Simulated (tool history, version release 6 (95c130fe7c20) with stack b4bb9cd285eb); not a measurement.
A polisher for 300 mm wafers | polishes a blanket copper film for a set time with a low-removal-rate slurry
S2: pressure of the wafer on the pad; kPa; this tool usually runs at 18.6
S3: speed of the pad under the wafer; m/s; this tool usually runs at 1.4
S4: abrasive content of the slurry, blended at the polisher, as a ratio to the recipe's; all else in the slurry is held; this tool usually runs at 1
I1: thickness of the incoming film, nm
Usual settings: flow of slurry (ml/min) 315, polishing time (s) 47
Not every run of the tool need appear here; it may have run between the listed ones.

run 1 day=0 | flow_of_slurry_(ml/min)=315 S2=18.6 S3=1.4 S4=1 polishing_time_(s)=47 | I1=1016.5 | film_removed_(angstrom)=1410
run 2 day=0.258 | flow_of_slurry_(ml/min)=365 S2=18.6 S3=1.4 S4=1 polishing_time_(s)=47 | I1=1012 | film_removed_(angstrom)=1442
run 3 day=0.588 | flow_of_slurry_(ml/min)=315 S2=18.6 S3=1.4 S4=1 polishing_time_(s)=47 | I1=1019.4 | film_removed_(angstrom)=1431
run 4 day=1.071 | flow_of_slurry_(ml/min)=315 S2=18.6 S3=1.4 S4=1 polishing_time_(s)=47 | I1=1003.3 | film_removed_(angstrom)=1412
run 5 day=1.362 | flow_of_slurry_(ml/min)=315 S2=18.6 S3=1.4 S4=1 polishing_time_(s)=47 | I1=1006 | film_removed_(angstrom)=1420
run 6 day=2.108 | flow_of_slurry_(ml/min)=315 S2=18.6 S3=1.4 S4=1 polishing_time_(s)=47 | I1=1032 | film_removed_(angstrom)=1414
run 7 day=2.562 | flow_of_slurry_(ml/min)=315 S2=18.6 S3=1.4 S4=1 polishing_time_(s)=47 | I1=1010.1 | film_removed_(angstrom)=1408
run 8 day=3.025 | flow_of_slurry_(ml/min)=315 S2=18.6 S3=1.4 S4=1 polishing_time_(s)=47 | I1=1028.7 | film_removed_(angstrom)=1401
-- day=3.629 worn pad replaced by a new one
run 9 day=3.725 | flow_of_slurry_(ml/min)=315 S2=18.6 S3=1.4 S4=1 polishing_time_(s)=47 | I1=1025.7 | film_removed_(angstrom)=1428
run 10 day=4.054 | flow_of_slurry_(ml/min)=315 S2=18.6 S3=1.4 S4=1 polishing_time_(s)=47 | I1=1019.1 | film_removed_(angstrom)=1402
run 11 day=4.692 | flow_of_slurry_(ml/min)=315 S2=18.6 S3=1.4 S4=1 polishing_time_(s)=47 | I1=1009.4 | film_removed_(angstrom)=1394
run 12 day=5.067 | flow_of_slurry_(ml/min)=315 S2=18.6 S3=1.4 S4=1.15 polishing_time_(s)=53 | I1=1014.1 | film_removed_(angstrom)=1633
run 13 day=5.467 | flow_of_slurry_(ml/min)=390 S2=18.6 S3=1.4 S4=1.15 polishing_time_(s)=47 | I1=1032.7 | film_removed_(angstrom)=1467
run 14 day=5.838 | flow_of_slurry_(ml/min)=315 S2=18.6 S3=1.4 S4=1.2 polishing_time_(s)=57 | I1=1021 | film_removed_(angstrom)=1806
run 15 day=6.342 | flow_of_slurry_(ml/min)=315 S2=22.8 S3=1.4 S4=1 polishing_time_(s)=47 | I1=1036 | film_removed_(angstrom)=1568
run 16 day=7 | flow_of_slurry_(ml/min)=315 S2=18.6 S3=1.26 S4=1.2 polishing_time_(s)=60 | I1=1012.2 | film_removed_(angstrom)=1705
-- day=7.125 slurry nozzle cleaned
-- day=7.279 worn pad replaced by a new one
run 17 day=7.479 | flow_of_slurry_(ml/min)=410 S2=22.8 S3=1.12 S4=1 polishing_time_(s)=52 | I1=1022.4 | film_removed_(angstrom)=1512
run 18 day=7.804 | flow_of_slurry_(ml/min)=315 S2=21.4 S3=0.98 S4=0.8 polishing_time_(s)=47 | I1=1004 | film_removed_(angstrom)=1111
-- day=8.375 head pressure recalibrated
run 19 day=8.508 | flow_of_slurry_(ml/min)=315 S2=22.1 S3=1.4 S4=1.25 polishing_time_(s)=47 | I1=1006.2 | film_removed_(angstrom)=1751
run 20 day=9.221 | flow_of_slurry_(ml/min)=220 S2=13.8 S3=1.28 S4=0.8 polishing_time_(s)=47 | I1=1015.9 | film_removed_(angstrom)=1063
run 21 day=9.729 | flow_of_slurry_(ml/min)=315 S2=18.6 S3=1.4 S4=1 polishing_time_(s)=41 | I1=1025.7 | film_removed_(angstrom)=1304
-- day=10.371 slurry blender recalibrated
run 22 day=10.475 | flow_of_slurry_(ml/min)=315 S2=15.2 S3=1.4 S4=0.75 polishing_time_(s)=47 | I1=1024.1 | film_removed_(angstrom)=1236
run 23 day=10.754 | flow_of_slurry_(ml/min)=390 S2=18.6 S3=1.4 S4=1 polishing_time_(s)=47 | I1=1018.8 | film_removed_(angstrom)=1506
run 24 day=11.075 | flow_of_slurry_(ml/min)=315 S2=18.6 S3=1.4 S4=1 polishing_time_(s)=41 | I1=1017.1 | film_removed_(angstrom)=1305
-- day=11.317 worn pad replaced by a new one
run 25 day=11.458 | flow_of_slurry_(ml/min)=315 S2=18.6 S3=1.4 S4=1 polishing_time_(s)=47 | I1=1036.8 | film_removed_(angstrom)=1469
run 26 day=11.896 | flow_of_slurry_(ml/min)=350 S2=18.6 S3=1.4 S4=1 polishing_time_(s)=47 | I1=1038.5 | film_removed_(angstrom)=1503
run 27 day=12.342 | flow_of_slurry_(ml/min)=315 S2=18.6 S3=1.4 S4=1 polishing_time_(s)=47 | I1=1008.6 | film_removed_(angstrom)=1487
run 28 day=14.175 | flow_of_slurry_(ml/min)=275 S2=18.6 S3=1.26 S4=0.7 polishing_time_(s)=58 | I1=1020.1 | film_removed_(angstrom)=1522
-- day=15.383 slurry nozzle cleaned
-- day=15.875 worn pad replaced by a new one
run 29 day=16.275 | flow_of_slurry_(ml/min)=315 S2=18.6 S3=1.4 S4=1 polishing_time_(s)=47 | I1=1004.2 | film_removed_(angstrom)=1487
run 30 day=17.575 | flow_of_slurry_(ml/min)=395 S2=18.6 S3=1.4 S4=1.3 polishing_time_(s)=36 | I1=1010 | film_removed_(angstrom)=1242
run 31 day=17.971 | flow_of_slurry_(ml/min)=315 S2=18.6 S3=1.4 S4=1 polishing_time_(s)=47 | I1=1024.8 | film_removed_(angstrom)=1495

Each row is a separate what-if for the run after 31, all from the same tool condition, not one after another. Results?
run A day=17.988 | flow_of_slurry_(ml/min)=265 S2=18.6 S3=1.4 S4=1 polishing_time_(s)=47 | I1=1024.6 | film_removed_(angstrom)=?
run B day=17.988 | flow_of_slurry_(ml/min)=415 S2=18.6 S3=1.4 S4=0.85 polishing_time_(s)=47 | I1=1024.6 | film_removed_(angstrom)=?
run C day=17.988 | flow_of_slurry_(ml/min)=220 S2=14.5 S3=1.4 S4=1 polishing_time_(s)=47 | I1=1024.6 | film_removed_(angstrom)=?

run=A film_removed_(angstrom)=1462
run=B film_removed_(angstrom)=1455
run=C film_removed_(angstrom)=1237
With no hidden state in the tool, these same runs would have given:
run=A film_removed_(angstrom)=1478
run=B film_removed_(angstrom)=1471
run=C film_removed_(angstrom)=1251

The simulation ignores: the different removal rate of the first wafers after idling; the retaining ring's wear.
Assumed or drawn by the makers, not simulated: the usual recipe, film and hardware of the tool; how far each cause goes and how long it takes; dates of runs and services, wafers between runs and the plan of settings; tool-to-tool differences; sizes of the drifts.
